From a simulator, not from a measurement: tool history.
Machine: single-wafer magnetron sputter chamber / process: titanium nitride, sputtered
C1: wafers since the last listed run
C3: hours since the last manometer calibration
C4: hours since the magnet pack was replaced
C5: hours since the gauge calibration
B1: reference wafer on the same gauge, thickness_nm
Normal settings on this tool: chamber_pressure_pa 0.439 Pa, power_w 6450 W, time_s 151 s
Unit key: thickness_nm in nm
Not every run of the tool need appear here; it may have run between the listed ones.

Run 1, hour 0: usual settings; C1 0; wafers on the sputter target 1951; C3 1112.4; C4 9488.4; C5 44; B1 160.096. Result: thickness_nm 195.036 nm.
Run 2, hour 19.7: usual settings; C1 257; wafers on the sputter target 2208; C3 1132.1; C4 9508.1; C5 63.7; B1 160.019. Result: thickness_nm 192.951 nm.
Run 3, hour 53: usual settings but chamber_pressure_pa 0.561 Pa; C1 434; wafers on the sputter target 2642; C3 1165.4; C4 9541.4; C5 97; B1 160.044. Result: thickness_nm 180.025 nm.
Run 4, hour 74.8: usual settings but chamber_pressure_pa 0.561 Pa; C1 284; wafers on the sputter target 2927; C3 1187.2; C4 9563.2; C5 118.8; B1 160.022. Result: thickness_nm 180.777 nm.
Run 5, hour 93: usual settings but chamber_pressure_pa 0.561 Pa; C1 237; wafers on the sputter target 3164; C3 1205.4; C4 9581.4; C5 137; B1 160.06. Result: thickness_nm 180.362 nm.
Run 6, hour 114.7: usual settings but chamber_pressure_pa 0.321 Pa; C1 283; wafers on the sputter target 3447; C3 1227.1; C4 9603.1; C5 158.7; B1 160.034. Result: thickness_nm 210.35 nm.
Run 7, hour 135.9: usual settings but chamber_pressure_pa 0.321 Pa; C1 276; wafers on the sputter target 3724; C3 1248.3; C4 9624.3; C5 179.9; B1 159.982. Result: thickness_nm 209.368 nm.
At hour 149.7: sputter target and shields replaced.
Run 8, hour 162.8: usual settings but chamber_pressure_pa 0.321 Pa; C1 246; wafers on the sputter target 171; C3 1275.2; C4 9651.2; C5 206.8; B1 160.03. Result: thickness_nm 209.992 nm.
Run 9, hour 197.9: usual settings; C1 457; wafers on the sputter target 629; C3 1310.3; C4 9686.3; C5 241.9; B1 160.25. Result: thickness_nm 195.124 nm.
Run 10, hour 225.1: usual settings but chamber_pressure_pa 0.55 Pa, power_w 5300 W, time_s 142 s; C1 354; wafers on the sputter target 983; C3 1337.5; C4 9713.5; C5 269.1; B1 160.097. Result: thickness_nm 145.406 nm.
At hour 258: capacitance manometer re-zeroed and calibrated.
Run 11, hour 260.2: usual settings but chamber_pressure_pa 0.337 Pa, power_w 5150 W, time_s 162 s; C1 353; wafers on the sputter target 1337; C3 2.2; C4 9748.6; C5 304.2; B1 160.023. Result: thickness_nm 186.11 nm.
Run 12, hour 282.8: usual settings but chamber_pressure_pa 0.321 Pa; C1 294; wafers on the sputter target 1632; C3 24.8; C4 9771.2; C5 326.8; B1 159.907. Result: thickness_nm 208.751 nm.
Run 13, hour 308.1: usual settings but chamber_pressure_pa 0.488 Pa, power_w 5700 W, time_s 141 s; C1 330; wafers on the sputter target 1962; C3 50.1; C4 9796.5; C5 352.1; B1 159.859. Result: thickness_nm 159.653 nm.
Run 14, hour 324.8: usual settings but power_w 5850 W; C1 217; wafers on the sputter target 2180; C3 66.8; C4 9813.2; C5 368.8; B1 160.06. Result: thickness_nm 178.83 nm.
At hour 346.7: magnet pack replaced.
At hour 352.8: gauge calibrated.
Run 15, hour 409.6: usual settings; C1 1002; wafers on the sputter target 3182; C3 151.6; C4 62.9; C5 56.8; B1 160.043. Result: thickness_nm 194.536 nm.
Run 16, hour 441.2: usual settings but chamber_pressure_pa 0.394 Pa, power_w 7800 W, time_s 173 s; C1 412; wafers on the sputter target 3594; C3 183.2; C4 94.5; C5 88.4; B1 159.948. Result: thickness_nm 269.1 nm.

Predict each of these 5 candidate next runs independently; none follows another, all start after run 16:
Run A, hour 441.6: usual settings but time_s 138 s; C1 5; wafers on the sputter target 3600; C3 183.6; C4 94.9; C5 88.8; B1 ?. Result: thickness_nm ?.
Run B, hour 441.6: usual settings but power_w 5800 W; C1 5; wafers on the sputter target 3600; C3 183.6; C4 94.9; C5 88.8; B1 ?. Result: thickness_nm ?.
Run C, hour 441.6: usual settings but chamber_pressure_pa 0.313 Pa; C1 5; wafers on the sputter target 3600; C3 183.6; C4 94.9; C5 88.8; B1 ?. Result: thickness_nm ?.
Run D, hour 441.6: usual settings but power_w 5700 W; C1 5; wafers on the sputter target 3600; C3 183.6; C4 94.9; C5 88.8; B1 ?. Result: thickness_nm ?.
Run E, hour 441.6: usual settings but chamber_pressure_pa 0.341 Pa; C1 5; wafers on the sputter target 3600; C3 183.6; C4 94.9; C5 88.8; B1 ?. Result: thickness_nm ?.

run       B1  thickness_nm
  A  160.007       178.012
  B  160.007       178.449
  C  160.007       210.934
  D  160.007       175.937
  E  160.007       207.192
With the hidden condition removed and each run's random variation left untouched, the same runs would have given:
run  thickness_nm
  A       178.012
  B       178.449
  C       210.934
  D       175.937
  E       207.192
